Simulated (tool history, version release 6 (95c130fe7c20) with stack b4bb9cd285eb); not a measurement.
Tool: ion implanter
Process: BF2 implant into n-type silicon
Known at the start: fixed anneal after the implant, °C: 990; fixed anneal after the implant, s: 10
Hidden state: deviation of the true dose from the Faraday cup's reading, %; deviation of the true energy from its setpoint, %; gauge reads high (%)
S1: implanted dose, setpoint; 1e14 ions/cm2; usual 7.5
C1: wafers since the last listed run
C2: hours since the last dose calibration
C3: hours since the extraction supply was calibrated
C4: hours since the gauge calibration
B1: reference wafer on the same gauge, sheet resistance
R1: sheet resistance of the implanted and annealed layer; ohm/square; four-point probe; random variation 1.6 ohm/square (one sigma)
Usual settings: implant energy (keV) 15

Run 1, hour 0: usual settings but S1 8.59 1e14 ions/cm2; C1 0; C2 213.3; C3 5389.4; C4 632.7; B1 274.43. Result: R1 271.91 ohm/square.
Run 2, hour 17.3: usual settings but S1 8.59 1e14 ions/cm2; C1 407; C2 230.6; C3 5406.7; C4 650; B1 273.35. Result: R1 271 ohm/square.
Run 3, hour 33.2: usual settings but S1 8.59 1e14 ions/cm2; C1 374; C2 246.5; C3 5422.6; C4 665.9; B1 273.05. Result: R1 272.32 ohm/square.
Run 4, hour 64.2: usual settings but S1 6.71 1e14 ions/cm2; C1 730; C2 277.5; C3 5453.6; C4 696.9; B1 272.62. Result: R1 286.83 ohm/square.
Run 5, hour 97.4: usual settings but S1 6.71 1e14 ions/cm2; C1 781; C2 310.7; C3 5486.8; C4 730.1; B1 271.79. Result: R1 285.02 ohm/square.
Run 6, hour 118.3: usual settings but S1 6.71 1e14 ions/cm2; C1 492; C2 331.6; C3 5507.7; C4 751; B1 272.12. Result: R1 281.79 ohm/square.
Run 7, hour 147.8: usual settings but implant energy (keV) 11; C1 694; C2 361.1; C3 5537.2; C4 780.5; B1 270.78. Result: R1 314.23 ohm/square.
Run 8, hour 181.4: usual settings; C1 791; C2 394.7; C3 5570.8; C4 814.1; B1 270.52. Result: R1 275.74 ohm/square.
Run 9, hour 202.8: usual settings; C1 504; C2 416.1; C3 5592.2; C4 835.5; B1 270.07. Result: R1 277.41 ohm/square.
At hour 239.4: extraction supply calibrated.
Run 10, hour 239.9: usual settings but S1 6.69 1e14 ions/cm2; C1 685; C2 453.2; C3 0.5; C4 872.6; B1 269.05. Result: R1 281.94 ohm/square.
At hour 275.9: gauge calibrated.
Run 11, hour 302.9: usual settings but S1 6.16 1e14 ions/cm2; C1 1483; C2 516.2; C3 63.5; C4 27; B1 280.8. Result: R1 300.25 ohm/square.
Run 12, hour 322: usual settings but S1 6.16 1e14 ions/cm2; C1 449; C2 535.3; C3 82.6; C4 46.1; B1 280.95. Result: R1 302.44 ohm/square.
Run 13, hour 339: usual settings but S1 6.16 1e14 ions/cm2; C1 400; C2 552.3; C3 99.6; C4 63.1; B1 281.08. Result: R1 300.54 ohm/square.
Run 14, hour 351.7: usual settings but S1 6.35 1e14 ions/cm2; C1 299; C2 565; C3 112.3; C4 75.8; B1 281.37. Result: R1 298.98 ohm/square.
Run 15, hour 365.1: usual settings; C1 315; C2 578.4; C3 125.7; C4 89.2; B1 281.09. Result: R1 286.32 ohm/square.
Run 16, hour 385.6: usual settings; C1 482; C2 598.9; C3 146.2; C4 109.7; B1 280.12. Result: R1 283.89 ohm/square.
Run 17, hour 405.4: usual settings; C1 466; C2 618.7; C3 166; C4 129.5; B1 280.69. Result: R1 285.65 ohm/square.
Run 18, hour 430.8: usual settings but S1 6.33 1e14 ions/cm2, implant energy (keV) 18; C1 598; C2 644.1; C3 191.4; C4 154.9; B1 281.01. Result: R1 275.83 ohm/square.
Run 19, hour 455: usual settings; C1 569; C2 668.3; C3 215.6; C4 179.1; B1 280.42. Result: R1 282.67 ohm/square.
Run 20, hour 468: usual settings; C1 306; C2 681.3; C3 228.6; C4 192.1; B1 280.99. Result: R1 284.3 ohm/square.
At hour 492.7: Faraday cup replaced and dose calibrated.
Run 21, hour 493.2: usual settings but S1 8.4 1e14 ions/cm2, implant energy (keV) 11; C1 405; C2 0.5; C3 253.8; C4 217.3; B1 280.31. Result: R1 322.28 ohm/square.
Run 22, hour 524.8: usual settings but S1 5.82 1e14 ions/cm2, implant energy (keV) 20; C1 744; C2 32.1; C3 285.4; C4 248.9; B1 280.28. Result: R1 271.8 ohm/square.
Run 23, hour 557.4: usual settings but implant energy (keV) 10.5; C1 767; C2 64.7; C3 318; C4 281.5; B1 279.57. Result: R1 332.52 ohm/square.
Run 24, hour 577.9: usual settings; C1 482; C2 85.2; C3 338.5; C4 302; B1 279.57. Result: R1 283.01 ohm/square.
Run 25, hour 602: usual settings but S1 6.16 1e14 ions/cm2; C1 567; C2 109.3; C3 362.6; C4 326.1; B1 279.41. Result: R1 297.61 ohm/square.
Run 26, hour 624.3: usual settings but S1 5.33 1e14 ions/cm2; C1 525; C2 131.6; C3 384.9; C4 348.4; B1 279.01. Result: R1 318.68 ohm/square.
Run 27, hour 639.2: usual settings; C1 350; C2 146.5; C3 399.8; C4 363.3; B1 278.83. Result: R1 284.33 ohm/square.
Run 28, hour 660.1: usual settings but implant energy (keV) 18.5; C1 492; C2 167.4; C3 420.7; C4 384.2; B1 278.74. Result: R1 259.21 ohm/square.
Run 29, hour 674.4: usual settings but S1 9.46 1e14 ions/cm2, implant energy (keV) 18; C1 336; C2 181.7; C3 435; C4 398.5; B1 278.45. Result: R1 247.22 ohm/square.
Run 30, hour 688.6: usual settings but S1 6.71 1e14 ions/cm2; C1 334; C2 195.9; C3 449.2; C4 412.7; B1 278.05. Result: R1 295.15 ohm/square.
Run 31, hour 704.4: usual settings but S1 6 1e14 ions/cm2, implant energy (keV) 11; C1 372; C2 211.7; C3 465; C4 428.5; B1 278.34. Result: R1 344.14 ohm/square.
Run 32, hour 725: usual settings but S1 5.27 1e14 ions/cm2, implant energy (keV) 10; C1 485; C2 232.3; C3 485.6; C4 449.1; B1 278.24. Result: R1 371.06 ohm/square.
Run 33, hour 747.5: usual settings but S1 8.61 1e14 ions/cm2, implant energy (keV) 10.5; C1 529; C2 254.8; C3 508.1; C4 471.6; B1 278.24. Result: R1 323.44 ohm/square.
Run 34, hour 769.2: usual settings but S1 8.52 1e14 ions/cm2, implant energy (keV) 16.5; C1 511; C2 276.5; C3 529.8; C4 493.3; B1 277.77. Result: R1 265.15 ohm/square.
Run 35, hour 781.8: usual settings; C1 296; C2 289.1; C3 542.4; C4 505.9; B1 277.26. Result: R1 281.86 ohm/square.

What the log doesn't show, run by run:
deviation of the true dose from the Faraday cup's reading, %: 0 in every run
deviation of the true energy from its setpoint, %: 0 in every run
H1: gauge reads high (%)
run       H1
  1    -2.56
  2    -2.67
  3    -2.77
  4    -2.98
  5     -3.2
  6    -3.35
  7    -3.57
  8    -3.83
  9       -4
 10     -4.3
 11  -0.0257
 12  -0.0325
 13  -0.0414
 14  -0.0499
 15  -0.0605
 16  -0.0802
 17   -0.103
 18   -0.138
 19   -0.177
 20     -0.2
 21    -0.25
 22   -0.321
 23   -0.404
 24   -0.462
 25   -0.535
 26   -0.607
 27   -0.658
 28   -0.733
 29   -0.787
 30   -0.843
 31   -0.907
 32   -0.994
 33    -1.09
 34    -1.19
 35    -1.26
